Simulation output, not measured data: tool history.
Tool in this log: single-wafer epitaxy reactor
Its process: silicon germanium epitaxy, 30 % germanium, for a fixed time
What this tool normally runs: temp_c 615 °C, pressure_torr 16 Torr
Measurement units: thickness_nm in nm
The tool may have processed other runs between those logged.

| run | hour | temp_c | pressure_torr | wafers since the last listed run | hours since the last pyrometer calibration | hours since the last manometer calibration | hours since the showerhead was replaced | hours since the gauge calibration | read-back reference wafer on the same gauge, thickness_nm | thickness_nm |
|---|---|---|---|---|---|---|---|---|---|---|
| 1 | 0 | 615 | 16 | 0 | 2008.1 | 389.1 | 4909.9 | 1223 | 69.916 | 73.858 |
| 2 | 72.6 | 615 | 16 | 1418 | 2080.7 | 461.7 | 4982.5 | 1295.6 | 69.842 | 72.267 |
| 3 | 163.7 | 615 | 16 | 1780 | 2171.8 | 552.8 | 5073.6 | 1386.7 | 69.829 | 73.654 |
| 4 | 261.8 | 615 | 16 | 1916 | 2269.9 | 650.9 | 5171.7 | 1484.8 | 69.765 | 73.562 |
| 5 | 311.4 | 610 | 17.9 | 969 | 2319.5 | 700.5 | 5221.3 | 1534.4 | 69.868 | 70.896 |
| 6 | 372.8 | 610 | 17.9 | 1199 | 2380.9 | 761.9 | 5282.7 | 1595.8 | 69.759 | 70.646 |
| 7 | 427.5 | 610 | 17.9 | 1068 | 2435.6 | 816.6 | 5337.4 | 1650.5 | 69.879 | 70.989 |
| 8 | 573 | 605 | 19 | 2843 | 2581.1 | 962.1 | 5482.9 | 1796 | 69.856 | 66.43 |
| 9 | 628.2 | 605 | 19 | 1078 | 2636.3 | 1017.3 | 5538.1 | 1851.2 | 69.848 | 65.395 |
| 10 | 719.7 | 615 | 16 | 1787 | 2727.8 | 1108.8 | 5629.6 | 1942.7 | 69.837 | 73.502 |
| 11 | 812.2 | 615 | 16 | 1807 | 2820.3 | 1201.3 | 5722.1 | 2035.2 | 69.738 | 72.865 |
| 12 | 883.6 | 615 | 16 | 1395 | 2891.7 | 1272.7 | 5793.5 | 2106.6 | 69.747 | 72.999 |
| 13 | 960.3 | 615 | 16 | 1498 | 2968.4 | 1349.4 | 5870.2 | 2183.3 | 69.875 | 73.204 |
| 14 | 1049.2 | 627 | 16 | 1737 | 3057.3 | 1438.3 | 5959.1 | 2272.2 | 69.879 | 93.255 |
|  | 1099.8 | gauge calibrated |
| 15 | 1115.5 | 627 | 16 | 1295 | 3123.6 | 1504.6 | 6025.4 | 15.7 | 69.897 | 92.935 |
| 16 | 1174 | 610 | 16 | 1143 | 3182.1 | 1563.1 | 6083.9 | 74.2 | 69.777 | 65.791 |
|  | 1210.3 | pyrometer calibrated |
|  | 1269.3 | capacitance manometer re-zeroed and calibrated |
| 17 | 1270.4 | 610 | 16 | 1570 | 60.1 | 1.1 | 6180.3 | 170.6 | 69.745 | 66.158 |
|  | 1312.8 | showerhead replaced |
| 18 | 1313.3 | 610 | 14.1 | 681 | 103 | 44 | 0.5 | 213.5 | 69.772 | 61.58 |
| 19 | 1359.2 | 610 | 17.9 | 896 | 148.9 | 89.9 | 46.4 | 259.4 | 69.807 | 71.253 |
| 20 | 1451 | 620 | 17.9 | 1793 | 240.7 | 181.7 | 138.2 | 351.2 | 69.776 | 86.8 |
| 21 | 1494.8 | 605 | 16 | 855 | 284.5 | 225.5 | 182 | 395 | 69.86 | 58.939 |
| 22 | 1573.5 | 608 | 13.8 | 1537 | 363.2 | 304.2 | 260.7 | 473.7 | 69.851 | 57.261 |
| 23 | 1637.2 | 615 | 16 | 1244 | 426.9 | 367.9 | 324.4 | 537.4 | 69.702 | 73.328 |
| 24 | 1736.1 | 615 | 16 | 1932 | 525.8 | 466.8 | 423.3 | 636.3 | 69.848 | 73.243 |
| 25 | 1883.1 | 615 | 14.4 | 2872 | 672.8 | 613.8 | 570.3 | 783.3 | 69.926 | 68.908 |
| 26 | 1923.4 | 610 | 16 | 787 | 713.1 | 654.1 | 610.6 | 823.6 | 69.78 | 66.635 |
| 27 | 1977.9 | 622 | 17.9 | 1064 | 767.6 | 708.6 | 665.1 | 878.1 | 69.829 | 90.231 |
| 28 | 2057.1 | 624 | 16 | 1547 | 846.8 | 787.8 | 744.3 | 957.3 | 69.836 | 88.258 |
| 29 | 2119.2 | 615 | 16 | 1213 | 908.9 | 849.9 | 806.4 | 1019.4 | 69.899 | 73.742 |
| 30 | 2174.4 | 615 | 16 | 1078 | 964.1 | 905.1 | 861.6 | 1074.6 | 69.786 | 72.689 |
| 31 | 2272.4 | 615 | 17.2 | 1914 | 1062.1 | 1003.1 | 959.6 | 1172.6 | 69.801 | 75.621 |
| 32 | 2353 | 622 | 18.2 | 1574 | 1142.7 | 1083.7 | 1040.2 | 1253.2 | 69.788 | 90.828 |
| 33 | 2433.6 | 615 | 16 | 1574 | 1223.3 | 1164.3 | 1120.8 | 1333.8 | 69.779 | 73.162 |
| 34 | 2485.3 | 606 | 12.7 | 1010 | 1275 | 1216 | 1172.5 | 1385.5 | 69.769 | 52.725 |
| 35 | 2569.1 | 626 | 18.7 | 1637 | 1358.8 | 1299.8 | 1256.3 | 1469.3 | 69.724 | 99.78 |
| 36 | 2643.9 | 602 | 17.6 | 1461 | 1433.6 | 1374.6 | 1331.1 | 1544.1 | 69.651 | 59.391 |

Exercise: give the hidden state of the tool at every run:
wafer temperature above the value expected at the setpoint (K): 0 on each run
true pressure above the setpoint (%): 0 on each run
gauge reads high (%): 0 on each run
